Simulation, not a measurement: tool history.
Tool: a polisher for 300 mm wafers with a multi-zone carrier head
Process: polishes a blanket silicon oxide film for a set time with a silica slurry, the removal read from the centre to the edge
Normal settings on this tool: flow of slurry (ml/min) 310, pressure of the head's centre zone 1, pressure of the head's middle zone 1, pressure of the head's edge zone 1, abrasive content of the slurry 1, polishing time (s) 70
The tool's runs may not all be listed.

run    hour  flow of slurry (ml/min)  pressure of the head's centre zone  pressure of the head's middle zone  pressure of the head's edge zone  abrasive content of the slurry  polishing time (s)  wafers since the last listed run  wafers polished on this pad  hours since the slurry nozzle was cleaned  hours since the centre zone pressure was calibrated  hours since the edge zone pressure was calibrated  hours since the carrier head's membrane was replaced  incoming thickness of the incoming film, nm  film removed at the wafer's centre (angstrom)  film removed at mid-radius (angstrom)  film removed at the wafer's edge (angstrom)
  1       0                      310                                   1                                   1                                 1                               1                  70                                 0                         1806                                      201.8                                                139.7                                              401.2                                                  1542                                        941.8                                           3169                                   3178                                         3124
  2    83.6                      310                                   1                                   1                                 1                               1                  70                               613                         2419                                      285.4                                                223.3                                              484.8                                                1625.6                                        945.7                                           3102                                   3190                                         3128
  3   188.8                      395                                   1                                   1                                 1                               1                  92                               771                         3191                                      390.6                                                328.5                                                590                                                1730.8                                        950.6                                           4105                                   4193                                         4102
  4   242.7                      310                                   1                                   1                                 1                               1                  70                               395                         3586                                      444.5                                                382.4                                              643.9                                                1784.7                                        946.3                                           3138                                   3127                                         3121
      348.2  -- carrier head's membrane replaced by a new one
  5   348.7                      310                                   1                                   1                                 1                             1.2                  63                               740                         4327                                      550.5                                                488.4                                              749.9                                                   0.5                                        977.1                                           3006                                   3047                                         2992
      358.5  -- worn pad replaced by a new one
  6   391.7                      310                                   1                                   1                                 1                               1                  70                               286                          243                                      593.5                                                531.4                                              792.9                                                  43.5                                        944.1                                           3098                                   3115                                         3066
  7   435.1                      230                                   1                                   1                              0.92                               1                  70                               318                          562                                      636.9                                                574.8                                              836.3                                                  86.9                                          950                                           2858                                   2981                                         2960
  8   535.3                      310                                   1                                0.89                                 1                               1                  79                               735                         1297                                      737.1                                                  675                                              936.5                                                 187.1                                        943.5                                           3450                                   3174                                         3515
  9   587.3                      205                                   1                                   1                                 1                               1                  82                               381                         1678                                      789.1                                                  727                                              988.5                                                 239.1                                        967.3                                           3324                                   3441                                         3450
      615.8  -- slurry nozzle cleaned
 10   646.8                      310                                   1                                   1                                 1                               1                  85                               429                         2107                                         31                                                786.5                                               1048                                                 298.6                                        954.7                                           3858                                   3884                                         3696
 11     727                      310                                   1                                0.95                                 1                               1                  70                               588                         2696                                      111.2                                                866.7                                             1128.2                                                 378.8                                        939.9                                           3190                                   3048                                         3150
      735.6  -- edge zone pressure recalibrated
      737.9  -- centre zone pressure recalibrated
 12   775.6                      390                                   1                                   1                              0.93                             0.8                  50                               327                         3023                                      159.8                                                 37.7                                                 40                                                 427.4                                        953.2                                           2038                                   2083                                         1942
 13   830.3                      385                                   1                                   1                              0.94                               1                  52                               401                         3424                                      214.5                                                 92.4                                               94.7                                                 482.1                                        953.9                                           2379                                   2420                                         2340
      921.2  -- worn pad replaced by a new one
 14    1034                      310                                   1                                   1                                 1                               1                  70                              1464                          827                                      418.2                                                296.1                                              298.4                                                 685.8                                        965.3                                           3081                                   3102                                         3137
 15  1118.6                      240                                   1                                   1                              0.93                               1                  77                               620                         1448                                      502.8                                                380.7                                                383                                                 770.4                                        971.6                                           3194                                   3357                                         3173
 16  1174.3                      310                                   1                                0.91                               1.1                               1                  70                               408                         1857                                      558.5                                                436.4                                              438.7                                                 826.1                                        970.3                                           3057                                   2821                                         3239
 17  1276.6                      310                                 1.1                                   1                                 1                               1                  63                               750                         2607                                      660.8                                                538.7                                                541                                                 928.4                                        965.3                                           2980                                   2759                                         2729
 18    1339                      310                                   1                                0.95                                 1                             0.9                  84                               457                         3065                                      723.2                                                601.1                                              603.4                                                 990.8                                        959.5                                           3454                                   3320                                         3467
 19  1396.5                      310                                   1                                0.93                                 1                               1                  70                               421                         3487                                      780.7                                                658.6                                              660.9                                                1048.3                                        965.9                                           2994                                   2847                                         3067
     1411.3  -- slurry nozzle cleaned
     1453.4  -- worn pad replaced by a new one
 20  1478.6                      310                                   1                                   1                              1.08                             0.9                  87                               565                          184                                       67.3                                                740.7                                                743                                                1130.4                                        957.4                                           3739                                   3807                                         3888
 21  1518.4                      310                                   1                                1.04                                 1                               1                  70                               291                          476                                      107.1                                                780.5                                              782.8                                                1170.2                                        953.7                                           3147                                   3315                                         3141

Below are 4 alternative next runs, each starting from the tool's condition after run 21. Predict each:
  A  1518.8                      310                                   1                                   1                                 1                               1                  70                                 2                          479                                      107.5                                                780.9                                              783.2                                                1170.6                                        948.8                                              ?                                      ?                                            ?
  B  1518.8                      385                                0.91                                0.95                                 1                               1                  78                                 2                          479                                      107.5                                                780.9                                              783.2                                                1170.6                                        948.8                                              ?                                      ?                                            ?
  C  1518.8                      310                                   1                                   1                              0.92                             0.9                  70                                 2                          479                                      107.5                                                780.9                                              783.2                                                1170.6                                        948.8                                              ?                                      ?                                            ?
  D  1518.8                      410                                0.92                                   1                                 1                             0.8                  70                                 2                          479                                      107.5                                                780.9                                              783.2                                                1170.6                                        948.8                                              ?                                      ?                                            ?

run  film removed at the wafer's centre (angstrom)  film removed at mid-radius (angstrom)  film removed at the wafer's edge (angstrom)
  A                                           3157                                   3231                                         3166
  B                                           3256                                   3507                                         3575
  C                                           2999                                   3070                                         2892
  D                                           2654                                   2949                                         2874
With the hidden condition removed and each run's random variation left untouched, the same runs would have given:
run  film removed at the wafer's centre (angstrom)  film removed at mid-radius (angstrom)  film removed at the wafer's edge (angstrom)
  A                                           3176                                   3248                                         3179
  B                                           3272                                   3523                                         3587
  C                                           3017                                   3086                                         2903
  D                                           2666                                   2961                                         2884

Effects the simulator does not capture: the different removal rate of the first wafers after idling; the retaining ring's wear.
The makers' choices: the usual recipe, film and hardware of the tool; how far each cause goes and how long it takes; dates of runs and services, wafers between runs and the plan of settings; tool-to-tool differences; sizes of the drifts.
